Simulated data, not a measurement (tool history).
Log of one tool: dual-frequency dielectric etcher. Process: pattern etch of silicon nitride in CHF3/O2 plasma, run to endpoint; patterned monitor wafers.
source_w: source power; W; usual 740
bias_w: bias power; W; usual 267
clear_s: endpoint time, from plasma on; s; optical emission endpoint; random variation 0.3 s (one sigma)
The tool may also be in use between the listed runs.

run	hour	source_w	bias_w	wafers since the last listed run	hours since the last wet clean	hours since the last source power generator calibration	hours since the last bias power generator calibration	hours since the last upper electrode change	incoming incoming film thickness, nm	clear_s
1	0.0	740	218	0	489.7	3705.6	1008.2	2331.5	100.2	64.1
2	26.1	600	267	191	515.8	3731.7	1034.3	2357.6	100.8	68.3
3	42.3	600	267	118	532.0	3747.9	1050.5	2373.8	100.1	67.6
# hour 71.2: wet clean of the chamber
4	75.4	600	267	66	4.2	3781.0	1083.6	2406.9	99.5	63.7
5	94.1	810	267	137	22.9	3799.7	1102.3	2425.6	99.7	54.8
6	151.2	810	267	419	80.0	3856.8	1159.4	2482.7	100.8	55.9
7	168.1	740	267	124	96.9	3873.7	1176.3	2499.6	100.5	58.5
# hour 202.7: upper electrode replaced, of another model than before
8	203.2	740	267	81	132.0	3908.8	1211.4	0.5	100.3	58.8
9	203.6	740	267	2	132.4	3909.2	1211.8	0.9	100.0	58.3
10	213.9	740	267	75	142.7	3919.5	1222.1	11.2	99.1	58.0
11	242.0	860	241	206	170.8	3947.6	1250.2	39.3	100.1	55.4
12	259.0	860	241	124	187.8	3964.6	1267.2	56.3	101.0	55.8
13	274.0	740	267	110	202.8	3979.6	1282.2	71.3	99.9	58.9
14	307.4	740	267	245	236.2	4013.0	1315.6	104.7	99.2	58.7
15	341.2	740	267	248	270.0	4046.8	1349.4	138.5	101.1	60.1
16	428.9	740	267	643	357.7	4134.5	1437.1	226.2	99.2	59.7
17	459.7	740	267	226	388.5	4165.3	1467.9	257.0	99.7	60.4
18	486.4	680	267	195	415.2	4192.0	1494.6	283.7	99.9	64.7
19	508.6	740	267	162	437.4	4214.2	1516.8	305.9	100.4	61.3
20	529.6	890	224	154	458.4	4235.2	1537.8	326.9	99.9	57.4
21	604.0	600	221	546	532.8	4309.6	1612.2	401.3	100.3	80.4
# hour 635.3: wet clean of the chamber
22	635.8	830	246	57	0.5	4341.4	1644.0	433.1	100.8	55.3
# hour 651.2: bias power generator calibrated
23	651.7	820	267	87	16.4	4357.3	0.5	449.0	101.1	53.8
# hour 669.7: source power generator calibrated
24	684.3	880	207	209	49.0	14.6	33.1	481.6	100.1	56.9
25	703.8	640	248	143	68.5	34.1	52.6	501.1	100.6	68.2
26	737.4	740	245	246	102.1	67.7	86.2	534.7	100.0	60.1
27	761.5	830	246	176	126.2	91.8	110.3	558.8	100.7	55.6
28	788.2	740	267	195	152.9	118.5	137.0	585.5	100.6	58.9
29	820.6	740	212	237	185.3	150.9	169.4	617.9	100.5	65.1
30	847.8	740	210	199	212.5	178.1	196.6	645.1	100.0	65.3
31	869.0	740	267	155	233.7	199.3	217.8	666.3	100.5	59.4
32	903.1	740	267	250	267.8	233.4	251.9	700.4	101.2	60.2
33	928.1	790	320	183	292.8	258.4	276.9	725.4	100.2	52.1
34	970.8	740	267	313	335.5	301.1	319.6	768.1	100.2	59.4
35	990.7	880	267	146	355.4	321.0	339.5	788.0	100.4	52.8
36	1013.4	670	296	166	378.1	343.7	362.2	810.7	100.3	62.0

What the log doesn't show, run by run:
source power that arrives over what is set, %: 0 in every run
bias power that arrives over what is set, %: 0 in every run
H1: etch rate over this chamber's usual, %
run	H1
1	-4.71
2	-4.96
3	-5.12
4	-0.508
5	-0.69
6	-1.24
7	-1.41
8	-1.75
9	-1.75
10	-1.85
11	-2.13
12	-2.29
13	-2.44
14	-2.76
15	-3.09
16	-3.94
17	-4.24
18	-4.5
19	-4.72
20	-4.92
21	-5.65
22	0.407
23	0.252
24	-0.0647
25	-0.254
26	-0.581
27	-0.815
28	-1.07
29	-1.39
30	-1.65
31	-1.86
32	-2.19
33	-2.43
34	-2.85
35	-3.04
36	-3.26

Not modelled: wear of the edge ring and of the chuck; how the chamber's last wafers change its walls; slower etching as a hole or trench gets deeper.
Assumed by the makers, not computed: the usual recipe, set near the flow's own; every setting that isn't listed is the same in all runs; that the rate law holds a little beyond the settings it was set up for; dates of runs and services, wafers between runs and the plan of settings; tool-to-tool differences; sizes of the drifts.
